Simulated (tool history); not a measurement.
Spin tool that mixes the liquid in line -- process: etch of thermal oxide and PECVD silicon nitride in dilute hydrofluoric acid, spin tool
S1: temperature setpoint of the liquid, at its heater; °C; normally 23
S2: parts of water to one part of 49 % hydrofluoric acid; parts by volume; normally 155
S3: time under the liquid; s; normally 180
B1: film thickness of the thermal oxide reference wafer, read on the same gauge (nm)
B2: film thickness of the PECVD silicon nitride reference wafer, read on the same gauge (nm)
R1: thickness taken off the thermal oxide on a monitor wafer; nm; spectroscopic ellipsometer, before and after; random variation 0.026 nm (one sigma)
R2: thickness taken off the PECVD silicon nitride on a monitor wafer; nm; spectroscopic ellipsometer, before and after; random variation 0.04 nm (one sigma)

run 1 hour=0 | S1=21 S2=155 S3=180 | B1=40.171 B2=120.53 | R1=4.649 R2=6.12
run 2 hour=44.1 | S1=21 S2=155 S3=180 | B1=40.24 B2=120.65 | R1=4.619 R2=6.1
run 3 hour=114.1 | S1=23 S2=155 S3=180 | B1=40.299 B2=120.81 | R1=4.951 R2=6.91
run 4 hour=169.5 | S1=23 S2=185 S3=180 | B1=40.326 B2=121.01 | R1=4.094 R2=5.82
run 5 hour=251 | S1=23 S2=155 S3=180 | B1=40.44 B2=121.3 | R1=5.059 R2=7.02
run 6 hour=294.7 | S1=23 S2=155 S3=180 | B1=40.472 B2=121.44 | R1=4.992 R2=7.01
-- hour=581.7 gauge calibrated
run 7 hour=591.8 | S1=23 S2=155 S3=180 | B1=39.999 B2=120.01 | R1=4.954 R2=6.95
run 8 hour=691.8 | S1=23 S2=155 S3=180 | B1=39.989 B2=120.07 | R1=4.972 R2=6.93
run 9 hour=745.4 | S1=23 S2=155 S3=180 | B1=40.03 B2=120.09 | R1=4.95 R2=6.93
run 10 hour=811.1 | S1=25 S2=205 S3=150 | B1=40.073 B2=120.19 | R1=3.184 R2=4.98
run 11 hour=917.7 | S1=23 S2=175 S3=280 | B1=40.107 B2=120.38 | R1=6.666 R2=9.61
-- hour=1020.7 hydrofluoric acid flow meter replaced
-- hour=1158.7 thermometer replaced
run 12 hour=1240.2 | S1=21 S2=155 S3=180 | B1=40.414 B2=121.35 | R1=4.682 R2=6.2
run 13 hour=1296.3 | S1=23 S2=155 S3=180 | B1=40.536 B2=121.58 | R1=5.01 R2=6.97
run 14 hour=1357.8 | S1=23 S2=85 S3=130 | B1=40.618 B2=121.85 | R1=7.261 R2=9.25
-- hour=1410.9 gauge calibrated
run 15 hour=1453.2 | S1=27.5 S2=125 S3=180 | B1=39.877 B2=119.79 | R1=7.485 R2=11.59
run 16 hour=1519 | S1=23 S2=90 S3=150 | B1=39.909 B2=119.8 | R1=7.676 R2=9.86
run 17 hour=1559.2 | S1=27.5 S2=120 S3=180 | B1=39.949 B2=119.82 | R1=7.842 R2=11.93

Difference, measured minus no-hidden-state, one row per run. Run-to-run variation is common to both terms; the gauge's own scatter need not be:
Hidden state at play: liquid hotter than its thermometer reads (K); hydrofluoric acid flow above the setpoint (%); gauge reads high (%).
run=1 R1=+0.021 R2=+0.03
run=2 R1=+0.024 R2=+0.03
run=3 R1=+0.034 R2=+0.05
run=4 R1=+0.033 R2=+0.04
run=5 R1=+0.053 R2=+0.07
run=6 R1=+0.059 R2=+0.09
run=7 R1=+0.001 R2=+0
run=8 R1=+0.002 R2=+0
run=9 R1=+0.004 R2=+0
run=10 R1=+0.004 R2=+0.01
run=11 R1=+0.02 R2=+0.03
run=12 R1=+0.052 R2=+0.07
run=13 R1=+0.065 R2=+0.09
run=14 R1=+0.111 R2=+0.14
run=15 R1=-0.015 R2=-0.02
run=16 R1=-0.014 R2=-0.02
run=17 R1=-0.011 R2=-0.02

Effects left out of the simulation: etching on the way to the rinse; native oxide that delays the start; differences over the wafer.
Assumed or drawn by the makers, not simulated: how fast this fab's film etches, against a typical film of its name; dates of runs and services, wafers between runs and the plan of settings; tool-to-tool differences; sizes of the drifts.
